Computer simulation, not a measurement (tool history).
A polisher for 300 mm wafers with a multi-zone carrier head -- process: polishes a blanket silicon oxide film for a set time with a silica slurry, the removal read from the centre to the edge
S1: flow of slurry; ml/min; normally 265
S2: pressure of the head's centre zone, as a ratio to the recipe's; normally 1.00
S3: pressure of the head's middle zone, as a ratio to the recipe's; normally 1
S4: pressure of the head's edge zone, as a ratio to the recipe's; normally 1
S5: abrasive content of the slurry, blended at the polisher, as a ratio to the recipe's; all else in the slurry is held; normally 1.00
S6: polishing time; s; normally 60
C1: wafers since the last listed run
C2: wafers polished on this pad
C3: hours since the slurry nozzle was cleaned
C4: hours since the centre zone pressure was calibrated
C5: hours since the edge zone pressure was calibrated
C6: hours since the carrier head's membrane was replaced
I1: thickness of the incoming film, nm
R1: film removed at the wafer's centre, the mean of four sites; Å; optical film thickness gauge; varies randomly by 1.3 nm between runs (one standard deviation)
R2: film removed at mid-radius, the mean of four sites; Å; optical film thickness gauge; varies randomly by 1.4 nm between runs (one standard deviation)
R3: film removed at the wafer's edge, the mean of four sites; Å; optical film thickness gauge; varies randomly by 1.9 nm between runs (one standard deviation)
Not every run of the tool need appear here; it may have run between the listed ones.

run   hour   S1    S2  S3  S4    S5  S6   C1    C2     C3      C4     C5      C6      I1    R1    R2    R3
  1    0.0  265  1.00   1   1  1.00  60    0   149  317.0   800.8  229.7   794.1  1450.6  1760  1816  1707
  2   59.3  265  1.03   1   1  1.00  60  376   526  376.3   860.1  289.0   853.4  1433.8  1736  1773  1617
  3  119.2  265  1.00   1   1  1.00  60  380   906  436.2   920.0  348.9   913.3  1477.0  1673  1741  1678
  4  151.1  265  1.00   1   1  1.00  60  202  1109  468.1   951.9  380.8   945.2  1450.6  1671  1749  1613
     168.5  -- worn pad replaced by a new one
     179.5  -- slurry nozzle cleaned
  5  223.1  265  1.00   1   1  1.00  60  425   340   43.6  1023.9  452.8  1017.2  1442.6  1720  1815  1661
  6  248.8  265  1.00   1   1  1.00  60  163   503   69.3  1049.6  478.5  1042.9  1460.3  1712  1767  1683
  7  282.8  265  1.00   1   1  1.00  60  215   719  103.3  1083.6  512.5  1076.9  1459.4  1701  1751  1605
  8  324.6  265  1.00   1   1  1.00  60  265   985  145.1  1125.4  554.3  1118.7  1460.2  1700  1742  1616
     358.7  -- worn pad replaced by a new one
  9  363.0  265  1.00   1   1  1.00  60  218    27  183.5  1163.8  592.7  1157.1  1460.6  1803  1860  1734
     388.1  -- edge zone pressure recalibrated
     454.6  -- centre zone pressure recalibrated
 10  513.4  265  1.00   1   1  1.00  60  929   957  333.9    58.8  125.3  1307.5  1468.2  1712  1760  1640
     543.3  -- carrier head's membrane replaced by a new one
     558.5  -- worn pad replaced by a new one
 11  581.7  185  1.00   1   1  1.00  60  376   147  402.2   127.1  193.6    38.4  1468.7  1712  1779  1670

Predict the results of run 12:
     592.4  -- slurry nozzle cleaned
 12  635.7  265  1.04   1   1  0.85  76  336  484  43.3  181.1  247.6  92.4  1453.9   ?   ?   ?

{"run 12": {"R1": 2104, "R2": 2091, "R3": 1965}}
On a tool with no hidden condition, and with the same random variation, this run would have come out at R1 2216 Å, R2 2203 Å, R3 2070 Å.
